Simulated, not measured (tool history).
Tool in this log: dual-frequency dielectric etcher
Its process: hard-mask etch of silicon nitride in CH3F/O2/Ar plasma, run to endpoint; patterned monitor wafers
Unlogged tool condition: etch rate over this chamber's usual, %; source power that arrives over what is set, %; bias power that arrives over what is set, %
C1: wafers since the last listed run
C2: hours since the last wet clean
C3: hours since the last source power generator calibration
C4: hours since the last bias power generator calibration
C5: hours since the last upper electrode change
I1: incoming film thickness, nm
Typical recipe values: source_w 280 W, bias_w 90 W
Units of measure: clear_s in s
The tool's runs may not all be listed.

run 1 day=0.000 | source_w=280 bias_w=98 | C1=0 C2=45.5 C3=2405.7 C4=1105.5 C5=4464.0 | I1=36.16 | clear_s=58.2
run 2 day=2.933 | source_w=280 bias_w=98 | C1=663 C2=115.9 C3=2476.1 C4=1175.9 C5=4534.4 | I1=36.18 | clear_s=58.6
run 3 day=4.571 | source_w=280 bias_w=107 | C1=370 C2=155.2 C3=2515.4 C4=1215.2 C5=4573.7 | I1=36.07 | clear_s=56.2
run 4 day=7.638 | source_w=300 bias_w=98 | C1=693 C2=228.8 C3=2589.0 C4=1288.8 C5=4647.3 | I1=35.93 | clear_s=56.5
run 5 day=10.675 | source_w=280 bias_w=90 | C1=686 C2=301.7 C3=2661.9 C4=1361.7 C5=4720.2 | I1=35.99 | clear_s=58.2
run 6 day=13.117 | source_w=280 bias_w=90 | C1=552 C2=360.3 C3=2720.5 C4=1420.3 C5=4778.8 | I1=36.38 | clear_s=59.2
run 7 day=17.412 | source_w=280 bias_w=90 | C1=971 C2=463.4 C3=2823.6 C4=1523.4 C5=4881.9 | I1=36.12 | clear_s=58.8
run 8 day=19.342 | source_w=280 bias_w=90 | C1=436 C2=509.7 C3=2869.9 C4=1569.7 C5=4928.2 | I1=35.86 | clear_s=58.0
run 9 day=20.904 | source_w=330 bias_w=90 | C1=353 C2=547.2 C3=2907.4 C4=1607.2 C5=4965.7 | I1=35.98 | clear_s=55.0
run 10 day=23.229 | source_w=330 bias_w=90 | C1=525 C2=603.0 C3=2963.2 C4=1663.0 C5=5021.5 | I1=36.24 | clear_s=55.4
-- day=25.300 wet clean of the chamber
run 11 day=26.917 | source_w=280 bias_w=90 | C1=607 C2=38.8 C3=3051.7 C4=1751.5 C5=5110.0 | I1=36.05 | clear_s=64.8
run 12 day=30.092 | source_w=280 bias_w=90 | C1=717 C2=115.0 C3=3127.9 C4=1827.7 C5=5186.2 | I1=35.87 | clear_s=63.9
run 13 day=31.967 | source_w=280 bias_w=90 | C1=423 C2=160.0 C3=3172.9 C4=1872.7 C5=5231.2 | I1=36.07 | clear_s=64.4
run 14 day=35.333 | source_w=280 bias_w=90 | C1=761 C2=240.8 C3=3253.7 C4=1953.5 C5=5312.0 | I1=36.38 | clear_s=63.4
-- day=39.454 upper electrode replaced
run 15 day=39.475 | source_w=280 bias_w=83 | C1=710 C2=340.2 C3=3353.1 C4=2052.9 C5=0.5 | I1=35.93 | clear_s=64.6
-- day=41.004 source power generator calibrated
run 16 day=43.017 | source_w=280 bias_w=90 | C1=763 C2=425.2 C3=48.3 C4=2137.9 C5=85.5 | I1=35.98 | clear_s=62.8
run 17 day=47.146 | source_w=250 bias_w=79 | C1=933 C2=524.3 C3=147.4 C4=2237.0 C5=184.6 | I1=35.63 | clear_s=68.1
-- day=50.933 wet clean of the chamber, repeated, since the last time left the tool worse
run 18 day=51.004 | source_w=310 bias_w=103 | C1=646 C2=1.7 C3=240.0 C4=2329.6 C5=277.2 | I1=36.07 | clear_s=55.7
run 19 day=55.233 | source_w=260 bias_w=111 | C1=956 C2=103.2 C3=341.5 C4=2431.1 C5=378.7 | I1=35.90 | clear_s=57.5
-- day=59.450 bias power generator calibrated
run 20 day=62.775 | source_w=260 bias_w=97 | C1=1667 C2=284.2 C3=522.5 C4=79.8 C5=559.7 | I1=35.91 | clear_s=59.8
run 21 day=64.846 | source_w=250 bias_w=107 | C1=468 C2=333.9 C3=572.2 C4=129.5 C5=609.4 | I1=35.94 | clear_s=57.6
run 22 day=67.733 | source_w=280 bias_w=112 | C1=652 C2=403.2 C3=641.5 C4=198.8 C5=678.7 | I1=35.82 | clear_s=54.1
run 23 day=69.908 | source_w=260 bias_w=90 | C1=491 C2=455.4 C3=693.7 C4=251.0 C5=730.9 | I1=36.06 | clear_s=60.9
run 24 day=71.600 | source_w=230 bias_w=90 | C1=382 C2=496.0 C3=734.3 C4=291.6 C5=771.5 | I1=36.07 | clear_s=63.4
run 25 day=74.629 | source_w=350 bias_w=90 | C1=684 C2=568.7 C3=807.0 C4=364.3 C5=844.2 | I1=35.45 | clear_s=52.7
-- day=76.500 wet clean of the chamber
run 26 day=78.296 | source_w=280 bias_w=100 | C1=602 C2=43.1 C3=895.0 C4=452.3 C5=932.2 | I1=36.20 | clear_s=58.6
run 27 day=82.112 | source_w=330 bias_w=79 | C1=862 C2=134.7 C3=986.6 C4=543.9 C5=1023.8 | I1=35.98 | clear_s=59.0
run 28 day=85.004 | source_w=280 bias_w=90 | C1=653 C2=204.1 C3=1056.0 C4=613.3 C5=1093.2 | I1=36.26 | clear_s=59.7
run 29 day=87.412 | source_w=280 bias_w=78 | C1=544 C2=261.9 C3=1113.8 C4=671.1 C5=1151.0 | I1=36.36 | clear_s=62.6
run 30 day=89.608 | source_w=310 bias_w=72 | C1=496 C2=314.6 C3=1166.5 C4=723.8 C5=1203.7 | I1=35.95 | clear_s=61.8
run 31 day=92.404 | source_w=230 bias_w=97 | C1=632 C2=381.7 C3=1233.6 C4=790.9 C5=1270.8 | I1=35.95 | clear_s=62.7
run 32 day=96.262 | source_w=340 bias_w=104 | C1=872 C2=474.3 C3=1326.2 C4=883.5 C5=1363.4 | I1=35.65 | clear_s=51.2
run 33 day=98.488 | source_w=330 bias_w=90 | C1=503 C2=527.7 C3=1379.6 C4=936.9 C5=1416.8 | I1=35.80 | clear_s=55.0
-- day=101.575 wet clean of the chamber
run 34 day=102.100 | source_w=350 bias_w=103 | C1=590 C2=12.6 C3=1466.3 C4=1023.6 C5=1503.5 | I1=35.88 | clear_s=52.7
run 35 day=105.371 | source_w=260 bias_w=97 | C1=739 C2=91.1 C3=1544.8 C4=1102.1 C5=1582.0 | I1=36.21 | clear_s=60.1
run 36 day=108.079 | source_w=280 bias_w=90 | C1=612 C2=156.1 C3=1609.8 C4=1167.1 C5=1647.0 | I1=35.93 | clear_s=59.6

How the hidden state differs across the entries between the runs, from the last listed run before each to the first after it:
In the gap between runs 10 and 11: wet clean of the chamber (day 25.300)
  etch rate over this chamber's usual, %: 4.05 -> -6.3
  measured less the result without the state, clear_s: -2.2 -> +4.1 s
In the gap between runs 14 and 15: upper electrode replaced (day 39.454)
  etch rate over this chamber's usual, %: -5 -> -4.36
  measured less the result without the state, clear_s: +3.2 -> +2.9 s
In the gap between runs 15 and 16: source power generator calibrated (day 41.004)
  etch rate over this chamber's usual, %: -4.36 -> -3.82
  measured less the result without the state, clear_s: +2.9 -> +2.4 s
In the gap between runs 17 and 18: wet clean of the chamber, repeated, since the last time left the tool worse (day 50.933)
  etch rate over this chamber's usual, %: -3.18 -> -0.236
  measured less the result without the state, clear_s: +2.1 -> +0.1 s
In the gap between runs 19 and 20: bias power generator calibrated (day 59.450)
  etch rate over this chamber's usual, %: 0.415 -> 1.58
  measured less the result without the state, clear_s: -0.2 -> -0.9 s
In the gap between runs 25 and 26: wet clean of the chamber (day 76.500)
  etch rate over this chamber's usual, %: 3.4 -> 0.3
  measured less the result without the state, clear_s: -1.8 -> -0.2 s
In the gap between runs 33 and 34: wet clean of the chamber (day 101.575)
  etch rate over this chamber's usual, %: 3.41 -> 0.407
  measured less the result without the state, clear_s: -1.9 -> -0.2 s
